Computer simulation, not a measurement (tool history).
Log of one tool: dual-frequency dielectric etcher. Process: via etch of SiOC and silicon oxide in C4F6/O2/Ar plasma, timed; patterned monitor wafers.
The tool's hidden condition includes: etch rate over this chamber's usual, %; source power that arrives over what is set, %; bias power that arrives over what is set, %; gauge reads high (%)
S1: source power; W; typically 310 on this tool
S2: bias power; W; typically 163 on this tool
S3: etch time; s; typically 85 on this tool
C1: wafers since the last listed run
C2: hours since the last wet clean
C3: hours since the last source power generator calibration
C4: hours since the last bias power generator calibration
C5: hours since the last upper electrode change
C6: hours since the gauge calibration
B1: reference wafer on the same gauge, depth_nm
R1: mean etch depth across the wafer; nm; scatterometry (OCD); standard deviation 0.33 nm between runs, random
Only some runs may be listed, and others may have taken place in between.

run,hour,S1,S2,S3,C1,C2,C3,C4,C5,C6,B1,R1
1,0,310,171,85,0,27.1,691.1,2920.5,2450.7,2265.5,102.5,89.6
2,45.9,310,163,85,315,73,737,2966.4,2496.6,2311.4,102.4,87.5
3,86.1,310,163,85,276,113.2,777.2,3006.6,2536.8,2351.6,102.4,88
4,128.7,310,163,85,293,155.8,819.8,3049.2,2579.4,2394.2,102.4,88.1
5,171.8,310,163,85,296,198.9,862.9,3092.3,2622.5,2437.3,102.4,87.8
# hour 172.2: gauge calibrated
6,238.5,310,163,85,459,265.6,929.6,3159,2689.2,66.3,102.3,88.2
7,302.8,310,163,85,442,329.9,993.9,3223.3,2753.5,130.6,102.4,87.8
8,347.3,270,163,85,306,374.4,1038.4,3267.8,2798,175.1,102.4,83.1
9,382.8,270,163,85,244,409.9,1073.9,3303.3,2833.5,210.6,102.3,83
# hour 408.3: wet clean of the chamber
# hour 455.6: upper electrode replaced
10,456.1,270,163,85,174,47.8,1147.2,3376.6,0.5,283.9,102.5,83.2
11,468.1,310,163,85,82,59.8,1159.2,3388.6,12.5,295.9,102.4,88.4
12,504.5,310,163,85,250,96.2,1195.6,3425,48.9,332.3,102.4,88.4
13,619.8,360,201,85,793,211.5,1310.9,3540.3,164.2,447.6,102.4,101.4
14,658.8,350,203,85,268,250.5,1349.9,3579.3,203.2,486.6,102.4,101.3
15,714.4,310,163,85,382,306.1,1405.5,3634.9,258.8,542.2,102.3,88.7
16,777.1,350,191,100.5,431,368.8,1468.2,3697.6,321.5,604.9,102.5,116.6
# hour 825.7: wet clean of the chamber
17,826.2,270,163,93,172,0.5,1517.3,3746.7,370.6,654,102.5,91.6
18,848.6,310,163,64.5,154,22.9,1539.7,3769.1,393,676.4,102.4,67.1
19,920.3,310,163,85,493,94.6,1611.4,3840.8,464.7,748.1,102.4,88.5
20,953.8,380,163,68.5,230,128.1,1644.9,3874.3,498.2,781.6,102.4,78.4
21,998.1,270,192,85,304,172.4,1689.2,3918.6,542.5,825.9,102.4,88.2
# hour 1031.2: source power generator calibrated
22,1062.4,350,192,85,414,236.7,31.2,3982.9,606.8,890.2,102.5,96.6
# hour 1090.7: bias power generator calibrated
23,1105.4,310,144,103.5,268,279.7,74.2,14.7,649.8,933.2,102.4,100.4
24,1176.9,390,163,63,492,351.2,145.7,86.2,721.3,1004.7,102.4,70.2
25,1211.7,310,163,85,239,386,180.5,121,756.1,1039.5,102.4,86.6
26,1261.9,310,163,85,345,436.2,230.7,171.2,806.3,1089.7,102.4,86.7
# hour 1295.6: wet clean of the chamber
27,1326.6,260,128,65.5,280,31,295.4,235.9,871,1154.4,102.4,56.8
28,1367.5,310,163,85,281,71.9,336.3,276.8,911.9,1195.3,102.5,86.1
29,1436.4,250,199,71.5,474,140.8,405.2,345.7,980.8,1264.2,102.4,71.6
30,1463.7,250,145,68,187,168.1,432.5,373,1008.1,1291.5,102.5,60.7
31,1521.2,270,193,64,395,225.6,490,430.5,1065.6,1349,102.3,65.3

Each row is a separate what-if for the run after 31, all from the same tool condition, not one after another. Results?
A,1521.6,310,163,85,2,226,490.4,430.9,1066,1349.4,?,?
B,1521.6,310,163,67,2,226,490.4,430.9,1066,1349.4,?,?
C,1521.6,280,176,85,2,226,490.4,430.9,1066,1349.4,?,?

run,B1,R1
A,102.4,87.1
B,102.4,68.7
C,102.4,85.6
Take away the tool's hidden state, keep each run's random variation, and the runs would have read:
run,R1
A,86.8
B,68.4
C,85.3
